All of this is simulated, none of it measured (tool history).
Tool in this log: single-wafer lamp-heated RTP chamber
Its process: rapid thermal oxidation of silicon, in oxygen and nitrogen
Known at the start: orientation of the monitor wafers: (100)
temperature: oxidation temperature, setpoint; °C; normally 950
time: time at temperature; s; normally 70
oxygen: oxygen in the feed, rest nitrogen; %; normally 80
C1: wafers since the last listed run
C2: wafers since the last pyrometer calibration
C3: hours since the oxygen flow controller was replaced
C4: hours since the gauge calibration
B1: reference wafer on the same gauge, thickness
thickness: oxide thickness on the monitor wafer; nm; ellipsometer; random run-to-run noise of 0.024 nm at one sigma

run 1 hour=0.0 | temperature=950 time=88 oxygen=80 | C1=0 C2=1130 C3=4293.9 C4=897.9 | B1=4.296 | thickness=5.033
run 2 hour=51.6 | temperature=950 time=70 oxygen=94 | C1=291 C2=1421 C3=4345.5 C4=949.5 | B1=4.290 | thickness=4.828
run 3 hour=110.0 | temperature=950 time=70 oxygen=80 | C1=329 C2=1751 C3=4403.9 C4=1007.9 | B1=4.295 | thickness=4.638
run 4 hour=143.8 | temperature=950 time=70 oxygen=80 | C1=190 C2=1942 C3=4437.7 C4=1041.7 | B1=4.294 | thickness=4.597
run 5 hour=186.3 | temperature=950 time=70 oxygen=80 | C1=239 C2=2182 C3=4480.2 C4=1084.2 | B1=4.282 | thickness=4.584
run 6 hour=228.7 | temperature=950 time=70 oxygen=80 | C1=239 C2=2421 C3=4522.6 C4=1126.6 | B1=4.292 | thickness=4.649
-- hour=292.0 pyrometer window cleaned and pyrometer calibrated
run 7 hour=315.2 | temperature=950 time=70 oxygen=80 | C1=443 C2=131 C3=4609.1 C4=1213.1 | B1=4.287 | thickness=4.475
run 8 hour=381.6 | temperature=940 time=70 oxygen=80 | C1=374 C2=505 C3=4675.5 C4=1279.5 | B1=4.292 | thickness=4.215
run 9 hour=414.3 | temperature=940 time=70 oxygen=80 | C1=184 C2=690 C3=4708.2 C4=1312.2 | B1=4.289 | thickness=4.272
-- hour=440.6 gauge calibrated
run 10 hour=446.7 | temperature=940 time=70 oxygen=80 | C1=182 C2=873 C3=4740.6 C4=6.1 | B1=4.290 | thickness=4.272
run 11 hour=496.5 | temperature=950 time=70 oxygen=65 | C1=281 C2=1154 C3=4790.4 C4=55.9 | B1=4.292 | thickness=4.318
run 12 hour=546.4 | temperature=950 time=70 oxygen=65 | C1=281 C2=1436 C3=4840.3 C4=105.8 | B1=4.291 | thickness=4.342
run 13 hour=594.2 | temperature=950 time=70 oxygen=65 | C1=269 C2=1706 C3=4888.1 C4=153.6 | B1=4.293 | thickness=4.333
run 14 hour=624.4 | temperature=950 time=70 oxygen=80 | C1=170 C2=1876 C3=4918.3 C4=183.8 | B1=4.294 | thickness=4.652
run 15 hour=669.8 | temperature=950 time=70 oxygen=80 | C1=256 C2=2132 C3=4963.7 C4=229.2 | B1=4.289 | thickness=4.606
run 16 hour=702.1 | temperature=926 time=48 oxygen=59 | C1=182 C2=2315 C3=4996.0 C4=261.5 | B1=4.295 | thickness=3.206
run 17 hour=727.8 | temperature=921 time=70 oxygen=80 | C1=145 C2=2460 C3=5021.7 C4=287.2 | B1=4.288 | thickness=3.794
run 18 hour=757.0 | temperature=950 time=70 oxygen=80 | C1=164 C2=2625 C3=5050.9 C4=316.4 | B1=4.285 | thickness=4.648
-- hour=814.1 pyrometer window cleaned and pyrometer calibrated
run 19 hour=814.9 | temperature=921 time=70 oxygen=98 | C1=281 C2=4 C3=5108.8 C4=374.3 | B1=4.292 | thickness=3.917
run 20 hour=875.8 | temperature=950 time=70 oxygen=61 | C1=343 C2=348 C3=5169.7 C4=435.2 | B1=4.285 | thickness=4.140
run 21 hour=947.5 | temperature=950 time=70 oxygen=98 | C1=404 C2=753 C3=5241.4 C4=506.9 | B1=4.286 | thickness=4.892
run 22 hour=982.8 | temperature=950 time=70 oxygen=80 | C1=199 C2=952 C3=5276.7 C4=542.2 | B1=4.300 | thickness=4.598
run 23 hour=1050.3 | temperature=950 time=58 oxygen=80 | C1=381 C2=1333 C3=5344.2 C4=609.7 | B1=4.284 | thickness=4.245
run 24 hour=1100.6 | temperature=968 time=55 oxygen=98 | C1=283 C2=1617 C3=5394.5 C4=660.0 | B1=4.288 | thickness=5.061
run 25 hour=1124.9 | temperature=950 time=70 oxygen=80 | C1=137 C2=1754 C3=5418.8 C4=684.3 | B1=4.291 | thickness=4.574
run 26 hour=1153.1 | temperature=950 time=70 oxygen=62 | C1=159 C2=1913 C3=5447.0 C4=712.5 | B1=4.291 | thickness=4.267
run 27 hour=1214.9 | temperature=950 time=70 oxygen=80 | C1=348 C2=2262 C3=5508.8 C4=774.3 | B1=4.293 | thickness=4.613
-- hour=1234.9 oxygen flow controller replaced
run 28 hour=1256.5 | temperature=968 time=61 oxygen=89 | C1=189 C2=2452 C3=21.6 C4=815.9 | B1=4.290 | thickness=5.167
run 29 hour=1317.1 | temperature=950 time=91 oxygen=80 | C1=342 C2=2794 C3=82.2 C4=876.5 | B1=4.295 | thickness=5.189
-- hour=1344.2 pyrometer window cleaned and pyrometer calibrated
run 30 hour=1346.2 | temperature=950 time=70 oxygen=80 | C1=119 C2=11 C3=111.3 C4=905.6 | B1=4.296 | thickness=4.422
run 31 hour=1388.2 | temperature=950 time=70 oxygen=80 | C1=237 C2=248 C3=153.3 C4=947.6 | B1=4.291 | thickness=4.565
run 32 hour=1436.6 | temperature=950 time=51 oxygen=69 | C1=273 C2=521 C3=201.7 C4=996.0 | B1=4.289 | thickness=3.866
run 33 hour=1501.8 | temperature=928 time=99 oxygen=91 | C1=368 C2=889 C3=266.9 C4=1061.2 | B1=4.291 | thickness=4.661
run 34 hour=1571.5 | temperature=950 time=90 oxygen=98 | C1=393 C2=1282 C3=336.6 C4=1130.9 | B1=4.293 | thickness=5.461
run 35 hour=1599.0 | temperature=950 time=70 oxygen=98 | C1=155 C2=1438 C3=364.1 C4=1158.4 | B1=4.291 | thickness=4.887
run 36 hour=1631.3 | temperature=950 time=70 oxygen=80 | C1=182 C2=1620 C3=396.4 C4=1190.7 | B1=4.289 | thickness=4.664
run 37 hour=1684.3 | temperature=976 time=70 oxygen=96 | C1=299 C2=1919 C3=449.4 C4=1243.7 | B1=4.296 | thickness=5.891

Measured less the same run without the tool's hidden state. The same run-to-run variation is in both; the gauge's scatter may not be:
Unlogged tool condition in this case: true wafer temperature minus pyrometer reading, K; deviation of the oxygen flow from its setpoint, %; gauge reads high (%).
run=1 thickness=+0.160
run=2 thickness=+0.168
run=3 thickness=+0.169
run=4 thickness=+0.173
run=5 thickness=+0.177
run=6 thickness=+0.183
run=7 thickness=+0.027
run=8 thickness=+0.074
run=9 thickness=+0.092
run=10 thickness=+0.107
run=11 thickness=+0.124
run=12 thickness=+0.138
run=13 thickness=+0.146
run=14 thickness=+0.169
run=15 thickness=+0.174
run=16 thickness=+0.084
run=17 thickness=+0.129
run=18 thickness=+0.184
run=19 thickness=+0.003
run=20 thickness=+0.054
run=21 thickness=+0.122
run=22 thickness=+0.127
run=23 thickness=+0.132
run=24 thickness=+0.182
run=25 thickness=+0.165
run=26 thickness=+0.149
run=27 thickness=+0.178
run=28 thickness=+0.209
run=29 thickness=+0.217
run=30 thickness=+0.015
run=31 thickness=+0.058
run=32 thickness=+0.072
run=33 thickness=+0.138
run=34 thickness=+0.199
run=35 thickness=+0.180
run=36 thickness=+0.173
run=37 thickness=+0.243

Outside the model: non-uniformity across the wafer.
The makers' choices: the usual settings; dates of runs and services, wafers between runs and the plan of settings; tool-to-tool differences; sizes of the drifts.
